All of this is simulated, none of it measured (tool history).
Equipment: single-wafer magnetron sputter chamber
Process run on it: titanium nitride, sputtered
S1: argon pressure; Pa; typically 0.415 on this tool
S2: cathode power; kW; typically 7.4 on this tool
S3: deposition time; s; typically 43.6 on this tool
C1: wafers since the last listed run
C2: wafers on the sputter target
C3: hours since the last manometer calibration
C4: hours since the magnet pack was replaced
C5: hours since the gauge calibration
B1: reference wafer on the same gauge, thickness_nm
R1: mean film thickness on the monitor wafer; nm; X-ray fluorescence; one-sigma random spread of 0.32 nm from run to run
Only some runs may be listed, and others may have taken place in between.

{"run": 1, "hour": 0.0, "S1": 0.415, "S2": 7.4, "S3": 43.6, "C1": 0, "C2": 477, "C3": 1163.3, "C4": 4228.5, "C5": 297.4, "B1": 48.331, "R1": 56.059}
{"run": 2, "hour": 27.3, "S1": 0.415, "S2": 7.4, "S3": 43.6, "C1": 348, "C2": 826, "C3": 1190.6, "C4": 4255.8, "C5": 324.7, "B1": 48.313, "R1": 55.471}
{"run": 3, "hour": 58.3, "S1": 0.415, "S2": 7.4, "S3": 43.6, "C1": 395, "C2": 1221, "C3": 1221.6, "C4": 4286.8, "C5": 355.7, "B1": 48.261, "R1": 55.08}
{"run": 4, "hour": 86.8, "S1": 0.415, "S2": 7.4, "S3": 43.6, "C1": 363, "C2": 1585, "C3": 1250.1, "C4": 4315.3, "C5": 384.2, "B1": 48.284, "R1": 55.388}
{"run": 5, "hour": 106.1, "S1": 0.415, "S2": 7.4, "S3": 43.6, "C1": 246, "C2": 1832, "C3": 1269.4, "C4": 4334.6, "C5": 403.5, "B1": 48.275, "R1": 54.608}
{"run": 6, "hour": 132.1, "S1": 0.415, "S2": 7.4, "S3": 43.6, "C1": 331, "C2": 2163, "C3": 1295.4, "C4": 4360.6, "C5": 429.5, "B1": 48.324, "R1": 55.464}
{"run": 7, "hour": 166.7, "S1": 0.415, "S2": 7.4, "S3": 36.9, "C1": 441, "C2": 2605, "C3": 1330, "C4": 4395.2, "C5": 464.1, "B1": 48.303, "R1": 46.48}
{"run": 8, "hour": 196.7, "S1": 0.415, "S2": 7.4, "S3": 36.9, "C1": 382, "C2": 2988, "C3": 1360, "C4": 4425.2, "C5": 494.1, "B1": 48.296, "R1": 46.068}
{"run": 9, "hour": 226.8, "S1": 0.415, "S2": 7.4, "S3": 39.9, "C1": 384, "C2": 3372, "C3": 1390.1, "C4": 4455.3, "C5": 524.2, "B1": 48.31, "R1": 48.74}
{"run": 10, "hour": 247.6, "S1": 0.415, "S2": 7.4, "S3": 39.9, "C1": 265, "C2": 3638, "C3": 1410.9, "C4": 4476.1, "C5": 545, "B1": 48.303, "R1": 49.029}
{"run": 11, "hour": 261.1, "S1": 0.415, "S2": 7.4, "S3": 39.9, "C1": 172, "C2": 3810, "C3": 1424.4, "C4": 4489.6, "C5": 558.5, "B1": 48.29, "R1": 48.544}
{"run": 12, "hour": 279.7, "S1": 0.537, "S2": 6.3, "S3": 43.6, "C1": 237, "C2": 4048, "C3": 1443, "C4": 4508.2, "C5": 577.1, "B1": 48.263, "R1": 43.918}
{"run": 13, "hour": 304.9, "S1": 0.537, "S2": 6.3, "S3": 43.6, "C1": 321, "C2": 4369, "C3": 1468.2, "C4": 4533.4, "C5": 602.3, "B1": 48.289, "R1": 43.139}
{"run": 14, "hour": 321.6, "S1": 0.537, "S2": 6.3, "S3": 43.6, "C1": 213, "C2": 4583, "C3": 1484.9, "C4": 4550.1, "C5": 619, "B1": 48.308, "R1": 42.781}
{"hour": 344.2, "done": "sputter target and shields replaced"}
{"run": 15, "hour": 344.7, "S1": 0.415, "S2": 8.3, "S3": 43.6, "C1": 192, "C2": 6, "C3": 1508, "C4": 4573.2, "C5": 642.1, "B1": 48.306, "R1": 61.872}
{"hour": 367.5, "done": "magnet pack replaced"}
{"run": 16, "hour": 375.6, "S1": 0.263, "S2": 5.65, "S3": 51.6, "C1": 292, "C2": 299, "C3": 1538.9, "C4": 8.1, "C5": 673, "B1": 48.375, "R1": 52.256}
{"run": 17, "hour": 458.8, "S1": 0.415, "S2": 7.4, "S3": 46.8, "C1": 1062, "C2": 1361, "C3": 1622.1, "C4": 91.3, "C5": 756.2, "B1": 48.355, "R1": 59.405}
{"run": 18, "hour": 478.8, "S1": 0.415, "S2": 7.9, "S3": 51.2, "C1": 255, "C2": 1616, "C3": 1642.1, "C4": 111.3, "C5": 776.2, "B1": 48.333, "R1": 69.541}
{"run": 19, "hour": 495.2, "S1": 0.415, "S2": 9.25, "S3": 43.6, "C1": 209, "C2": 1825, "C3": 1658.5, "C4": 127.7, "C5": 792.6, "B1": 48.304, "R1": 68.983}
{"run": 20, "hour": 519.6, "S1": 0.415, "S2": 9.05, "S3": 48.4, "C1": 311, "C2": 2137, "C3": 1682.9, "C4": 152.1, "C5": 817, "B1": 48.345, "R1": 74.252}
{"run": 21, "hour": 538.9, "S1": 0.347, "S2": 8.2, "S3": 48.3, "C1": 246, "C2": 2383, "C3": 1702.2, "C4": 171.4, "C5": 836.3, "B1": 48.33, "R1": 68.466}
{"hour": 553.6, "done": "gauge calibrated"}
{"run": 22, "hour": 570.5, "S1": 0.415, "S2": 7.4, "S3": 43.6, "C1": 403, "C2": 2787, "C3": 1733.8, "C4": 203, "C5": 16.9, "B1": 48.305, "R1": 54.636}
{"run": 23, "hour": 585.2, "S1": 0.34, "S2": 7.4, "S3": 40.2, "C1": 187, "C2": 2974, "C3": 1748.5, "C4": 217.7, "C5": 31.6, "B1": 48.335, "R1": 50.421}
{"hour": 609.5, "done": "capacitance manometer re-zeroed and calibrated"}
{"run": 24, "hour": 610.0, "S1": 0.415, "S2": 6, "S3": 43.6, "C1": 214, "C2": 3189, "C3": 0.5, "C4": 242.5, "C5": 56.4, "B1": 48.262, "R1": 43.535}
{"run": 25, "hour": 703.0, "S1": 0.479, "S2": 8.6, "S3": 40.1, "C1": 1187, "C2": 4376, "C3": 93.5, "C4": 335.5, "C5": 149.4, "B1": 48.382, "R1": 54.65}
{"hour": 717.5, "done": "sputter target and shields replaced"}
{"run": 26, "hour": 718.0, "S1": 0.415, "S2": 7.4, "S3": 43.6, "C1": 89, "C2": 6, "C3": 108.5, "C4": 350.5, "C5": 164.4, "B1": 48.301, "R1": 55.825}
{"run": 27, "hour": 735.5, "S1": 0.476, "S2": 9.05, "S3": 39.6, "C1": 223, "C2": 229, "C3": 126, "C4": 368, "C5": 181.9, "B1": 48.314, "R1": 61.147}
{"run": 28, "hour": 749.5, "S1": 0.415, "S2": 7.4, "S3": 43.6, "C1": 178, "C2": 408, "C3": 140, "C4": 382, "C5": 195.9, "B1": 48.301, "R1": 55.419}
{"run": 29, "hour": 761.8, "S1": 0.295, "S2": 7.4, "S3": 43.6, "C1": 157, "C2": 565, "C3": 152.3, "C4": 394.3, "C5": 208.2, "B1": 48.285, "R1": 57.407}
{"run": 30, "hour": 789.3, "S1": 0.415, "S2": 7.4, "S3": 43.6, "C1": 351, "C2": 916, "C3": 179.8, "C4": 421.8, "C5": 235.7, "B1": 48.277, "R1": 55.472}
{"run": 31, "hour": 802.1, "S1": 0.415, "S2": 7.4, "S3": 43.6, "C1": 163, "C2": 1079, "C3": 192.6, "C4": 434.6, "C5": 248.5, "B1": 48.278, "R1": 55.393}

Exercise: give the hidden state of the tool at every run:
true argon pressure above the setpoint (%): 0, the same for each run
gauge reads high (%): 0, the same for each run
H1: deposition rate above that of a new target (%)
run=1 H1=-0.222
run=2 H1=-0.352
run=3 H1=-0.584
run=4 H1=-0.877
run=5 H1=-1.12
run=6 H1=-1.5
run=7 H1=-2.1
run=8 H1=-2.72
run=9 H1=-3.42
run=10 H1=-3.95
run=11 H1=-4.32
run=12 H1=-4.85
run=13 H1=-5.63
run=14 H1=-6.17
run=15 H1=-0.443
run=16 H1=-0.489
run=17 H1=-1.06
run=18 H1=-1.29
run=19 H1=-1.51
run=20 H1=-1.88
run=21 H1=-2.21
run=22 H1=-2.83
run=23 H1=-3.15
run=24 H1=-3.74
run=25 H1=-6.45
run=26 H1=-0.163
run=27 H1=-0.178
run=28 H1=-0.211
run=29 H1=-0.254
run=30 H1=-0.404
run=31 H1=-0.497
